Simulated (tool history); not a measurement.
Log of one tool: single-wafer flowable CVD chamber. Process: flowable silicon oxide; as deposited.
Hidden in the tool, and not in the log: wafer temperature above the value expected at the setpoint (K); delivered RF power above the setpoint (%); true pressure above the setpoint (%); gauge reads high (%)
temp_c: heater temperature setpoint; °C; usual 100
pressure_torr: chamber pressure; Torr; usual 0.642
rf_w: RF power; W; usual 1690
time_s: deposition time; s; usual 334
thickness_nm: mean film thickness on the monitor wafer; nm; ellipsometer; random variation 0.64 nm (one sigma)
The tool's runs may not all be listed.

run   hour  temp_c  pressure_torr  rf_w  time_s  wafers since the last listed run  hours since the last thermocouple change  hours since the last RF generator calibration  hours since the last manometer calibration  hours since the showerhead was replaced  hours since the gauge calibration  read-back reference wafer on the same gauge, thickness_nm  thickness_nm
  1      0     100          0.642  1690     334                                 0                                    1096.6                                         1960.8                                      1826.6                                   6237.1                              149.5                                                    161.494       140.395
  2   27.7     100          0.642  1690     334                               188                                    1124.3                                         1988.5                                      1854.3                                   6264.8                              177.2                                                    161.197       140.869
  3   61.8     100          0.642  1690     334                               231                                    1158.4                                         2022.6                                      1888.4                                   6298.9                              211.3                                                    161.197        140.52
  4   75.9     100          0.642  1690     334                                95                                    1172.5                                         2036.7                                      1902.5                                     6313                              225.4                                                    160.882       139.753
  5  103.7     100          0.642  1690     347                               188                                    1200.3                                         2064.5                                      1930.3                                   6340.8                              253.2                                                    160.557        146.89
  6  129.7     100          0.642  1690     347                               176                                    1226.3                                         2090.5                                      1956.3                                   6366.8                              279.2                                                    160.466       145.245
  7  146.5     100          0.642  1690     334                               114                                    1243.1                                         2107.3                                      1973.1                                   6383.6                                296                                                    160.145       139.032
  8  178.5     100          0.642  1690     334                               217                                    1275.1                                         2139.3                                      2005.1                                   6415.6                                328                                                    159.907       140.179
  9  202.6     100          0.642  1690     334                               163                                    1299.2                                         2163.4                                      2029.2                                   6439.7                              352.1                                                    159.535       139.616
 10  231.5     100          0.642  1690     334                               196                                    1328.1                                         2192.3                                      2058.1                                   6468.6                                381                                                    159.145       139.245
     239.9  -- gauge calibrated
 11  260.8     109          0.642  1690     288                               199                                    1357.4                                         2221.6                                      2087.4                                   6497.9                               20.9                                                    161.906        93.956
 12  283.8     100          0.642  1690     334                               156                                    1380.4                                         2244.6                                      2110.4                                   6520.9                               43.9                                                    162.007       141.635
     293.2  -- thermocouple changed; heater temperature recalibrated
     297.4  -- RF generator calibrated
 13  311.1     111          0.685  1480     290                               102                                      17.9                                           13.7                                      2137.7                                   6548.2                               71.2                                                    161.863        89.125
     331.1  -- capacitance manometer re-zeroed and calibrated
     332.4  -- showerhead replaced
 14  336.9     100          0.642  1690     334                               111                                      43.7                                           39.5                                         5.8                                      4.5                                 97                                                    161.801        140.99
 15  352.7     100          0.642  1690     347                               107                                      59.5                                           55.3                                        21.6                                     20.3                              112.8                                                    161.687        146.84
 16  369.9      95          0.642  1690     281                               116                                      76.7                                           72.5                                        38.8                                     37.5                                130                                                    161.642       136.751
 17  394.1      93          0.642  1690     269                               164                                     100.9                                           96.7                                          63                                     61.7                              154.2                                                    161.554       138.935
 18  411.5     100          0.713  1690     383                               118                                     118.3                                          114.1                                        80.4                                     79.1                              171.6                                                    161.575       178.321
 19  440.2     100          0.642  1690     334                               195                                       147                                          142.8                                       109.1                                    107.8                              200.3                                                    161.351       141.116
 20  464.6     100          0.726  1690     334                               165                                     171.4                                          167.2                                       133.5                                    132.2                              224.7                                                    161.303       159.291

Forecast each of these 3 alternatives for the next run:
  A  465.1     100          0.642  1690     391                                 3                                     171.9                                          167.7                                         134                                    132.7                              225.2                                                          ?             ?
  B  465.1     105          0.496  1785     367                                 3                                     171.9                                          167.7                                         134                                    132.7                              225.2                                                          ?             ?
  C  465.1     100          0.642  1460     307                                 3                                     171.9                                          167.7                                         134                                    132.7                              225.2                                                          ?             ?

run  read-back reference wafer on the same gauge, thickness_nm  thickness_nm
  A                                                    161.092       165.006
  B                                                    161.092       105.376
  C                                                    161.092       121.661
Without the tool's hidden state the same runs would have given:
run  thickness_nm
  A       165.908
  B       105.952
  C       122.326
